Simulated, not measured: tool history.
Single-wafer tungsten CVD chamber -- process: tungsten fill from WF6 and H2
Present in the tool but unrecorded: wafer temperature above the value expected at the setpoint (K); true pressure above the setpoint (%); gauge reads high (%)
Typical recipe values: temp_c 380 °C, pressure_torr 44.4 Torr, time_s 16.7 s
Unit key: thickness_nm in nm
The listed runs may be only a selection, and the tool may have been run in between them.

| run | hour | temp_c | pressure_torr | time_s | wafers since the last listed run | hours since the last thermocouple change | hours since the last manometer calibration | hours since the showerhead was replaced | hours since the gauge calibration | read-back reference wafer on the same gauge, thickness_nm | thickness_nm |
|---|---|---|---|---|---|---|---|---|---|---|---|
| 1 | 0.0 | 380 | 44.4 | 16.7 | 0 | 2794.7 | 1053.2 | 5673.5 | 405.3 | 42.408 | 42.934 |
| 2 | 31.1 | 380 | 44.4 | 16.7 | 934 | 2825.8 | 1084.3 | 5704.6 | 436.4 | 42.389 | 42.987 |
| 3 | 57.9 | 380 | 44.4 | 16.7 | 805 | 2852.6 | 1111.1 | 5731.4 | 463.2 | 42.400 | 42.902 |
| 4 | 92.3 | 380 | 44.4 | 14.1 | 1033 | 2887.0 | 1145.5 | 5765.8 | 497.6 | 42.456 | 36.124 |
| 5 | 125.2 | 380 | 44.4 | 16.7 | 988 | 2919.9 | 1178.4 | 5798.7 | 530.5 | 42.368 | 42.877 |
| 6 | 145.5 | 380 | 44.4 | 16.7 | 609 | 2940.2 | 1198.7 | 5819.0 | 550.8 | 42.355 | 42.968 |
|  | 160.4 | gauge calibrated |
| 7 | 179.1 | 372 | 37.5 | 16.7 | 1009 | 2973.8 | 1232.3 | 5852.6 | 18.7 | 42.397 | 32.595 |
| 8 | 198.7 | 380 | 44.4 | 16.7 | 588 | 2993.4 | 1251.9 | 5872.2 | 38.3 | 42.414 | 42.868 |
|  | 229.8 | capacitance manometer re-zeroed and calibrated |
| 9 | 243.5 | 380 | 44.4 | 16.7 | 1105 | 3038.2 | 13.7 | 5917.0 | 83.1 | 42.420 | 41.686 |
| 10 | 265.7 | 370 | 44.4 | 15.9 | 666 | 3060.4 | 35.9 | 5939.2 | 105.3 | 42.404 | 31.544 |
| 11 | 285.0 | 380 | 44.4 | 16.7 | 579 | 3079.7 | 55.2 | 5958.5 | 124.6 | 42.367 | 41.707 |
| 12 | 307.8 | 380 | 44.4 | 16.7 | 685 | 3102.5 | 78.0 | 5981.3 | 147.4 | 42.436 | 41.833 |
| 13 | 340.4 | 380 | 44.4 | 16.7 | 979 | 3135.1 | 110.6 | 6013.9 | 180.0 | 42.429 | 42.077 |
|  | 359.8 | showerhead replaced |
| 14 | 360.3 | 376 | 34.5 | 13.5 | 357 | 3155.0 | 130.5 | 0.5 | 199.9 | 42.399 | 26.969 |
|  | 387.6 | thermocouple changed; heater temperature recalibrated |
| 15 | 388.1 | 371 | 44.4 | 16.7 | 594 | 0.5 | 158.3 | 28.3 | 227.7 | 42.381 | 34.016 |
| 16 | 420.9 | 380 | 44.4 | 16.7 | 985 | 33.3 | 191.1 | 61.1 | 260.5 | 42.410 | 42.068 |
| 17 | 438.7 | 372 | 35.1 | 16.7 | 534 | 51.1 | 208.9 | 78.9 | 278.3 | 42.410 | 30.972 |
| 18 | 456.8 | 372 | 54.9 | 13.8 | 543 | 69.2 | 227.0 | 97.0 | 296.4 | 42.408 | 32.120 |
| 19 | 488.8 | 395 | 44.4 | 14.2 | 961 | 101.2 | 259.0 | 129.0 | 328.4 | 42.396 | 49.941 |
| 20 | 533.5 | 394 | 36.7 | 18.6 | 1342 | 145.9 | 303.7 | 173.7 | 373.1 | 42.441 | 58.182 |

Branching from run 20: 4 alternative next runs. What would each branch give?
| A | 533.9 | 380 | 44.4 | 16.7 | 12 | 146.3 | 304.1 | 174.1 | 373.5 | ? | ? |
| B | 533.9 | 389 | 51.3 | 13.6 | 12 | 146.3 | 304.1 | 174.1 | 373.5 | ? | ? |
| C | 533.9 | 380 | 34.0 | 18.2 | 12 | 146.3 | 304.1 | 174.1 | 373.5 | ? | ? |
| D | 533.9 | 380 | 51.6 | 16.7 | 12 | 146.3 | 304.1 | 174.1 | 373.5 | ? | ? |

| run | read-back reference wafer on the same gauge, thickness_nm | thickness_nm |
|---|---|---|
| A | 42.343 | 42.573 |
| B | 42.343 | 45.535 |
| C | 42.343 | 40.338 |
| D | 42.343 | 45.883 |
Without the tool's unlogged condition, the same runs would have read:
| run | thickness_nm |
|---|---|
| A | 41.482 |
| B | 44.398 |
| C | 39.269 |
| D | 44.738 |
